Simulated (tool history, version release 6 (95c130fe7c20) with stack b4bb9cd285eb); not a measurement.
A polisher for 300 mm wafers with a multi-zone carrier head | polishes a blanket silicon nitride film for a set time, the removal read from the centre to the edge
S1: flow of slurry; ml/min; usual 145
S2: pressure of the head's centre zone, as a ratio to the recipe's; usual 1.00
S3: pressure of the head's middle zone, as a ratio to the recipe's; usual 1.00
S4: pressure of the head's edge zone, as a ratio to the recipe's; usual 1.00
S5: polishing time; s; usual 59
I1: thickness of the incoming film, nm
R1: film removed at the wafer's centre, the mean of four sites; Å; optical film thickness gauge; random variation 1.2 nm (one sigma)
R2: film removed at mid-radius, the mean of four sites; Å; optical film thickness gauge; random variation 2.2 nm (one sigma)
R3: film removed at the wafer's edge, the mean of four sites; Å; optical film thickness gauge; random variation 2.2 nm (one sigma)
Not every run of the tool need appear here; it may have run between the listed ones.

run 1 hour=0.0 | S1=145 S2=1.00 S3=1.00 S4=1.00 S5=59 | I1=760.9 | R1=1499 R2=1482 R3=1466
run 2 hour=58.7 | S1=145 S2=1.00 S3=1.00 S4=1.05 S5=59 | I1=753.9 | R1=1486 R2=1428 R3=1494
-- hour=67.9 slurry nozzle cleaned
run 3 hour=125.6 | S1=145 S2=0.96 S3=1.04 S4=1.00 S5=40 | I1=762.6 | R1=978 R2=1015 R3=973
run 4 hour=169.7 | S1=145 S2=0.92 S3=0.96 S4=0.92 S5=43 | I1=755.1 | R1=1006 R2=1033 R3=998
-- hour=211.3 worn pad replaced by a new one
run 5 hour=218.7 | S1=170 S2=1.00 S3=0.97 S4=1.00 S5=75 | I1=750.7 | R1=2039 R2=2010 R3=1957
-- hour=260.0 centre zone pressure recalibrated
run 6 hour=264.7 | S1=145 S2=1.00 S3=1.08 S4=1.00 S5=59 | I1=744.0 | R1=1535 R2=1639 R3=1473
run 7 hour=292.2 | S1=145 S2=1.00 S3=1.00 S4=1.00 S5=65 | I1=754.5 | R1=1672 R2=1684 R3=1631
run 8 hour=329.5 | S1=145 S2=1.00 S3=1.00 S4=0.95 S5=53 | I1=753.8 | R1=1362 R2=1369 R3=1286
-- hour=386.5 edge zone pressure recalibrated
run 9 hour=396.5 | S1=145 S2=1.00 S3=1.00 S4=1.00 S5=59 | I1=750.3 | R1=1490 R2=1463 R3=1479
-- hour=454.4 carrier head's membrane replaced by a new one
-- hour=455.1 slurry nozzle cleaned
run 10 hour=458.6 | S1=190 S2=1.00 S3=0.92 S4=1.00 S5=59 | I1=742.0 | R1=1559 R2=1500 R3=1551
run 11 hour=487.0 | S1=145 S2=1.00 S3=1.00 S4=1.00 S5=65 | I1=758.5 | R1=1631 R2=1615 R3=1631
run 12 hour=532.5 | S1=100 S2=1.04 S3=0.90 S4=1.00 S5=76 | I1=740.5 | R1=1722 R2=1600 R3=1713
-- hour=571.1 worn pad replaced by a new one
-- hour=648.4 centre zone pressure recalibrated
run 13 hour=655.8 | S1=170 S2=1.00 S3=1.00 S4=1.00 S5=59 | I1=739.5 | R1=1585 R2=1558 R3=1565
run 14 hour=694.1 | S1=110 S2=1.00 S3=0.96 S4=0.91 S5=59 | I1=757.0 | R1=1408 R2=1371 R3=1354
run 15 hour=738.5 | S1=145 S2=1.00 S3=1.00 S4=0.89 S5=59 | I1=754.9 | R1=1516 R2=1482 R3=1448
run 16 hour=782.3 | S1=160 S2=1.00 S3=1.06 S4=1.00 S5=59 | I1=765.3 | R1=1543 R2=1599 R3=1497
run 17 hour=820.4 | S1=145 S2=1.00 S3=1.00 S4=1.00 S5=59 | I1=744.8 | R1=1476 R2=1494 R3=1472
-- hour=837.7 edge zone pressure recalibrated
run 18 hour=882.2 | S1=145 S2=1.00 S3=1.00 S4=1.08 S5=59 | I1=743.8 | R1=1490 R2=1441 R3=1520
-- hour=900.5 slurry nozzle cleaned
-- hour=999.1 worn pad replaced by a new one
-- hour=1026.9 centre zone pressure recalibrated
run 19 hour=1075.5 | S1=145 S2=1.00 S3=1.00 S4=1.00 S5=51 | I1=749.0 | R1=1314 R2=1301 R3=1306
run 20 hour=1131.9 | S1=145 S2=0.89 S3=0.89 S4=0.90 S5=52 | I1=758.6 | R1=1264 R2=1247 R3=1254
run 21 hour=1172.0 | S1=145 S2=1.00 S3=1.00 S4=1.00 S5=59 | I1=751.7 | R1=1519 R2=1479 R3=1490

For some of the steps in R1 from one run to the next: how much would appear even if the tool had no hidden state, given the settings, what came in and random variation, and how much remains for the hidden state plus any gauge scatter that the measured result and the result without hidden state don't share?
What the log doesn't record here: removal rate lost through wear of the pad, %; slurry flow missing at the pad, %; deviation of the centre zone's pressure from its setpoint, %; deviation of the edge zone's pressure from its setpoint, %.
Run 2 -> 3: S2 1.00 -> 0.96, S3 1.00 -> 1.04, S4 1.05 -> 1.00, S5 59 -> 40, slurry nozzle cleaned. R1 -508 Å: hidden state +19, all else -527.
Run 4 -> 5: S1 145 -> 170, S2 0.92 -> 1.00, S3 0.96 -> 0.97, S4 0.92 -> 1.00, S5 43 -> 75, worn pad replaced by a new one. R1 +1033 Å: hidden state +57, all else +976.
Run 12 -> 13: S1 100 -> 170, S2 1.04 -> 1.00, S3 0.90 -> 1.00, S5 76 -> 59, worn pad replaced by a new one, centre zone pressure recalibrated. R1 -137 Å: hidden state +78, all else -215.
Run 18 -> 19: S4 1.08 -> 1.00, S5 59 -> 51, slurry nozzle cleaned, worn pad replaced by a new one, centre zone pressure recalibrated. R1 -176 Å: hidden state +63, all else -239.
